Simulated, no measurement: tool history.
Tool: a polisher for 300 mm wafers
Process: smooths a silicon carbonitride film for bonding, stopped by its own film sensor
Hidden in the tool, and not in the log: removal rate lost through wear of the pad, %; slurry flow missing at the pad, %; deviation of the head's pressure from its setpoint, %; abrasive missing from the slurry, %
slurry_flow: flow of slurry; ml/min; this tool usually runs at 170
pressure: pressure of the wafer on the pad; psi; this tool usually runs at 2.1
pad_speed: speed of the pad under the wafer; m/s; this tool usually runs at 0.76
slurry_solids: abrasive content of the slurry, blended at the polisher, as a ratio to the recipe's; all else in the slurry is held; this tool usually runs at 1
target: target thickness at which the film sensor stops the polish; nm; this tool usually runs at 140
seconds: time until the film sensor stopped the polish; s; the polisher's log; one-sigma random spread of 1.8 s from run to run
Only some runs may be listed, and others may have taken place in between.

run	day	slurry_flow	pressure	pad_speed	slurry_solids	target	wafers since the last listed run	wafers polished on this pad	hours since the slurry nozzle was cleaned	hours since the head pressure was calibrated	hours since the slurry blender was calibrated	incoming thickness of the incoming film, nm	seconds
1	0	170	2.1	0.76	1	140	0	394	691.4	879.9	13.1	169.5	112.2
2	0.662	170	2.1	0.76	1	140	73	468	707.3	895.8	29	169.2	110.2
3	1.783	170	2.1	0.76	1	140	124	592	734.2	922.7	55.9	168.5	105.9
4	2.608	170	2.1	0.76	1	140	91	684	754	942.5	75.7	170.5	115.7
5	3.833	170	2.1	0.76	0.75	140	136	820	783.4	971.9	105.1	168.9	121.2
# day 5.008: worn pad replaced by a new one
6	5.046	170	2.1	0.76	0.75	140	116	4	812.5	1001	134.2	167.6	116.9
7	5.825	170	2.1	0.76	0.75	140	86	90	831.2	1019.7	152.9	168.3	122.8
8	6.842	170	2.1	0.76	1	140	112	203	855.6	1044.1	177.3	168.5	107.3
9	7.838	170	2.1	0.76	1	140	110	314	879.5	1068	201.2	170.7	118.6
# day 8.246: slurry nozzle cleaned
10	8.45	170	2.1	0.76	1	140	63	377	4.9	1082.7	215.9	167.2	100.5
11	8.975	170	2.1	0.76	1	140	58	435	17.5	1095.3	228.5	168.3	109.1
# day 9.675: head pressure recalibrated
12	10.025	170	2.1	0.76	1	140	107	543	42.7	8.4	253.7	167.7	102.7
13	10.775	170	2.1	0.76	1	140	83	626	60.7	26.4	271.7	169.6	113
14	12.167	170	2.1	0.76	1.3	140	154	781	94.1	59.8	305.1	170	104
15	12.758	170	2.1	0.76	0.85	140	65	846	108.3	74	319.3	169.8	121.5
16	13.271	170	2.1	0.76	1	140	56	903	120.6	86.3	331.6	169.5	112
# day 13.629: worn pad replaced by a new one
17	14.008	205	2.1	0.76	1	140	63	42	138.3	104	349.3	168.5	104.5
18	14.767	195	2.1	0.76	1	140	84	126	156.5	122.2	367.5	169.2	110.6
19	15.508	195	2.1	0.76	1	140	82	208	174.3	140	385.3	170.1	109.9
20	16.45	170	2.1	1	1	140	104	313	196.9	162.6	407.9	168.5	90.3
21	17.229	210	2.1	0.76	1	140	86	400	215.6	181.3	426.6	168	104.6
22	18.412	145	1.7	0.58	1	140	131	531	244	209.7	455	168.6	156.2
# day 18.621: slurry blender recalibrated
23	18.921	170	2.1	0.76	1	140	47	578	256.2	221.9	7.2	173	123.6
# day 22.15: worn pad replaced by a new one
24	23.004	170	2.6	0.84	1	140	435	94	354.2	319.9	105.2	172.6	99.6
25	24.279	170	1.7	0.68	0.8	136	141	236	384.8	350.5	135.8	166.5	164.5
26	25.429	140	1.7	0.76	1	131	127	364	412.4	378.1	163.4	170.3	184.6
27	26.792	210	2.1	0.76	1	140	151	515	445.1	410.8	196.1	169.7	112.2

Forecast run 28:
28	27.454	120	2.1	0.54	1	140	73	589	461	426.7	212	169	?

Run 28 measured seconds 143.6 s.
Without the tool's hidden state the same run would have given seconds 143.6 s.
